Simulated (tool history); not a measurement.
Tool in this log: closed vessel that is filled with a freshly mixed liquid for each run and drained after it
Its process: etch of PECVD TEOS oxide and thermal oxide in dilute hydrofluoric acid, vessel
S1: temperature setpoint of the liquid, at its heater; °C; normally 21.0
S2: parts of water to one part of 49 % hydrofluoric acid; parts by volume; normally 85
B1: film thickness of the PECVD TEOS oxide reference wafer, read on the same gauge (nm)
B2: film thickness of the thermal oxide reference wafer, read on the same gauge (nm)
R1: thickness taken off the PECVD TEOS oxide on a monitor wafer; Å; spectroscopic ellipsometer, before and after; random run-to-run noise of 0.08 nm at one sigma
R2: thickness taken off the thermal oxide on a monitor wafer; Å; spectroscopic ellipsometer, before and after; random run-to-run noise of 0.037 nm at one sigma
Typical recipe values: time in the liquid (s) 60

run 1 hour=0.0 | S1=21.0 S2=85 time_in_the_liquid_(s)=60 | B1=60.00 B2=50.011 | R1=122.3 R2=26.01
run 2 hour=46.6 | S1=21.0 S2=85 time_in_the_liquid_(s)=60 | B1=59.98 B2=50.007 | R1=121.3 R2=26.75
run 3 hour=210.0 | S1=21.0 S2=85 time_in_the_liquid_(s)=60 | B1=60.01 B2=50.006 | R1=119.6 R2=26.96
run 4 hour=238.2 | S1=21.0 S2=85 time_in_the_liquid_(s)=60 | B1=59.99 B2=49.989 | R1=122.0 R2=27.29
run 5 hour=262.7 | S1=21.0 S2=85 time_in_the_liquid_(s)=60 | B1=60.02 B2=50.002 | R1=120.4 R2=25.49
run 6 hour=301.3 | S1=21.0 S2=85 time_in_the_liquid_(s)=60 | B1=60.00 B2=49.984 | R1=120.9 R2=26.34
run 7 hour=358.3 | S1=21.0 S2=85 time_in_the_liquid_(s)=60 | B1=60.03 B2=49.976 | R1=122.5 R2=26.29
run 8 hour=389.3 | S1=21.0 S2=85 time_in_the_liquid_(s)=60 | B1=60.00 B2=49.975 | R1=120.1 R2=26.43
run 9 hour=455.0 | S1=17.0 S2=70 time_in_the_liquid_(s)=60 | B1=60.01 B2=50.009 | R1=126.0 R2=27.61
run 10 hour=501.1 | S1=21.0 S2=50 time_in_the_liquid_(s)=75 | B1=60.00 B2=50.001 | R1=265.6 R2=57.66
run 11 hour=572.3 | S1=17.0 S2=85 time_in_the_liquid_(s)=60 | B1=59.99 B2=49.998 | R1=102.8 R2=21.91
-- hour=648.8 hydrofluoric acid flow meter replaced
run 12 hour=708.3 | S1=25.5 S2=85 time_in_the_liquid_(s)=50 | B1=60.00 B2=50.001 | R1=125.1 R2=26.52
-- hour=732.7 thermometer replaced
run 13 hour=769.9 | S1=23.5 S2=70 time_in_the_liquid_(s)=85 | B1=60.02 B2=49.998 | R1=240.6 R2=52.71
-- hour=792.0 gauge calibrated
run 14 hour=795.2 | S1=22.5 S2=70 time_in_the_liquid_(s)=35 | B1=60.01 B2=49.981 | R1=94.5 R2=20.74
run 15 hour=819.3 | S1=23.0 S2=85 time_in_the_liquid_(s)=90 | B1=60.00 B2=50.008 | R1=201.9 R2=43.48
run 16 hour=870.5 | S1=21.0 S2=85 time_in_the_liquid_(s)=60 | B1=59.99 B2=50.016 | R1=123.7 R2=26.90
run 17 hour=935.9 | S1=18.0 S2=120 time_in_the_liquid_(s)=60 | B1=60.03 B2=49.988 | R1=73.8 R2=15.99
run 18 hour=1006.7 | S1=21.0 S2=85 time_in_the_liquid_(s)=50 | B1=60.01 B2=50.005 | R1=103.1 R2=21.71
run 19 hour=1040.2 | S1=21.0 S2=85 time_in_the_liquid_(s)=60 | B1=59.99 B2=49.996 | R1=122.6 R2=27.14
run 20 hour=1069.5 | S1=21.0 S2=85 time_in_the_liquid_(s)=60 | B1=60.04 B2=50.001 | R1=123.1 R2=26.86
run 21 hour=1140.8 | S1=24.5 S2=85 time_in_the_liquid_(s)=30 | B1=60.00 B2=49.986 | R1=70.5 R2=15.30
run 22 hour=1201.9 | S1=19.0 S2=100 time_in_the_liquid_(s)=60 | B1=60.02 B2=49.997 | R1=95.6 R2=20.39
run 23 hour=1247.0 | S1=21.0 S2=100 time_in_the_liquid_(s)=60 | B1=59.98 B2=49.983 | R1=102.0 R2=21.78
run 24 hour=1317.0 | S1=19.5 S2=50 time_in_the_liquid_(s)=35 | B1=60.00 B2=50.001 | R1=117.1 R2=26.47
run 25 hour=1387.6 | S1=18.5 S2=115 time_in_the_liquid_(s)=80 | B1=59.99 B2=49.987 | R1=104.3 R2=23.18
run 26 hour=1448.5 | S1=21.0 S2=85 time_in_the_liquid_(s)=60 | B1=60.03 B2=49.975 | R1=121.8 R2=26.25

Results for each run, recomputed without the tool's hidden state and with each run's random variation untouched:
Unlogged tool condition in this case: liquid hotter than its thermometer reads (K); hydrofluoric acid flow below the setpoint (%); gauge reads high (%).
run=1 R1=124.5 R2=26.48
run=2 R1=123.7 R2=27.28
run=3 R1=122.5 R2=27.60
run=4 R1=125.0 R2=27.96
run=5 R1=123.4 R2=26.13
run=6 R1=124.1 R2=27.03
run=7 R1=125.9 R2=27.02
run=8 R1=123.5 R2=27.19
run=9 R1=129.8 R2=28.43
run=10 R1=273.6 R2=59.42
run=11 R1=106.3 R2=22.63
run=12 R1=125.3 R2=26.56
run=13 R1=241.4 R2=52.87
run=14 R1=94.8 R2=20.81
run=15 R1=202.8 R2=43.67
run=16 R1=124.4 R2=27.05
run=17 R1=74.4 R2=16.11
run=18 R1=104.0 R2=21.91
run=19 R1=123.9 R2=27.41
run=20 R1=124.5 R2=27.15
run=21 R1=71.4 R2=15.50
run=22 R1=96.9 R2=20.68
run=23 R1=103.6 R2=22.12
run=24 R1=119.1 R2=26.90
run=25 R1=106.3 R2=23.63
run=26 R1=124.3 R2=26.79

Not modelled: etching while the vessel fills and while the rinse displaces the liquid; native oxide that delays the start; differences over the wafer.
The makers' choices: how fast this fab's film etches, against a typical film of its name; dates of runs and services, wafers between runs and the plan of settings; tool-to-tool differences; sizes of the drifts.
